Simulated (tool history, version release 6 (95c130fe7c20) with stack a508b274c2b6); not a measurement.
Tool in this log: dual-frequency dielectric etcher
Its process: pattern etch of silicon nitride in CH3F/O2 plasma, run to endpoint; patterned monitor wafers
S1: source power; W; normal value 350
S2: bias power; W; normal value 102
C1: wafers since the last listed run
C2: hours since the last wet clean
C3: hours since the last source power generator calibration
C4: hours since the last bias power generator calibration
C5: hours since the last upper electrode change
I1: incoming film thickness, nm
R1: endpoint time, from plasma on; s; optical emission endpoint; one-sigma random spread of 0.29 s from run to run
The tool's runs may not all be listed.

run    hour   S1   S2    C1     C2      C3      C4      C5    I1    R1
  1       0  390  102     0  432.3  2903.7  3018.9    1042  73.2  67.6
  2   106.4  350  102   835  538.7  3010.1  3125.3  1148.4    73  69.5
      144.9  -- wet clean of the chamber
  3     176  350  115   358   31.1  3079.7  3194.9    1218  72.9  68.1
  4   234.8  290  116   461   89.9  3138.5  3253.7  1276.8  73.9  72.8
      301.2  -- bias power generator calibrated
  5   303.2  350  107   505  158.3  3206.9       2  1345.2  72.9  69.8
  6   354.4  350  107   402  209.5  3258.1    53.2  1396.4  73.5  69.9
  7   396.9  350  102   333    252  3300.6    95.7  1438.9  72.8  70.3
  8   446.4  330  102   388  301.5  3350.1   145.2  1488.4  73.2  72.3
  9   539.2  330  102   728  394.3  3442.9     238  1581.2  73.7  72.3
 10   605.5  350  102   520  460.6  3509.2   304.3  1647.5  73.8  70.8
 11     633  350  102   216  488.1  3536.7   331.8    1675  73.2  70.1
      694.2  -- wet clean of the chamber
      709.9  -- upper electrode replaced
 12   710.4  350  102   296   16.2  3614.1   409.2     0.5  73.9  73.3
 13   741.1  380   94   241   46.9  3644.8   439.9    31.2  73.6  73.1
 14   774.1  350  107   259   79.9  3677.8   472.9    64.2  73.5  71.1
 15   799.5  390   93   199  105.3  3703.2   498.3    89.6  72.4  71.8
      948.3  -- source power generator calibrated
 16   955.4  350  116  1193  261.2     7.1   654.2   245.5  73.3  67.2
 17  1017.3  420  110   486  323.1      69   716.1   307.4  73.1    64
 18    1076  350  102   461  381.8   127.7   774.8   366.1  73.2  70.9
 19  1111.7  320  125   280  417.5   163.4   810.5   401.8  73.2  66.8
 20  1183.1  320   89   560  488.9   234.8   881.9   473.2  73.9  77.9
 21  1243.5  300  102   474  549.3   295.2   942.3   533.6  73.9  74.3
     1282.9  -- wet clean of the chamber
 22  1295.1  350  102   216   12.2   346.8   993.9   585.2  72.6  72.4
 23  1341.8  350  102   366   58.9   393.5  1040.6   631.9  73.3  73.2
 24  1378.3  390  123   286   95.4     430  1077.1   668.4  73.6  64.8
 25  1418.6  350  102   316  135.7   470.3  1117.4   708.7  73.4  72.7
 26  1557.1  300  111  1087  274.2   608.8  1255.9   847.2  73.2  73.1
 27  1759.5  350  113  1589  476.6   811.2  1458.3  1049.6  73.8  68.5
 28  1828.5  350  102   542  545.6   880.2  1527.3  1118.6  73.8  71.2
 29  1855.5  350  126   212  572.6   907.2  1554.3  1145.6    73  63.3
 30  1881.8  350  102   206  598.9   933.5  1580.6  1171.9  73.6  70.7
     1922.9  -- wet clean of the chamber
 31  1950.5  350   85   351   27.6  1002.2  1649.3  1240.6  73.2  78.2
 32  2003.5  350  102   416   80.6  1055.2  1702.3  1293.6  73.2    72
 33  2054.7  370  102   402  131.8  1106.4  1753.5  1344.8  72.9  70.1
 34  2098.5  430   81   344  175.6  1150.2  1797.3  1388.6  72.8    73
 35  2160.2  400   91   484  237.3  1211.9    1859  1450.3    73  71.2

Each row is a separate what-if for the run after 35, all from the same tool condition, not one after another. Results?
  A  2160.7  350  102   3  237.8  1212.4  1859.5  1450.8  72.8   ?
  B  2160.7  350   86   3  237.8  1212.4  1859.5  1450.8  72.8   ?
  C  2160.7  420  119   3  237.8  1212.4  1859.5  1450.8  72.8   ?
  D  2160.7  270   95   3  237.8  1212.4  1859.5  1450.8  72.8   ?

run    R1
  A  70.3
  B  75.8
  C  61.4
  D  79.7
Had the tool no hidden state, the same runs would have come out as:
run    R1
  A    72
  B  77.7
  C  62.9
  D  81.7
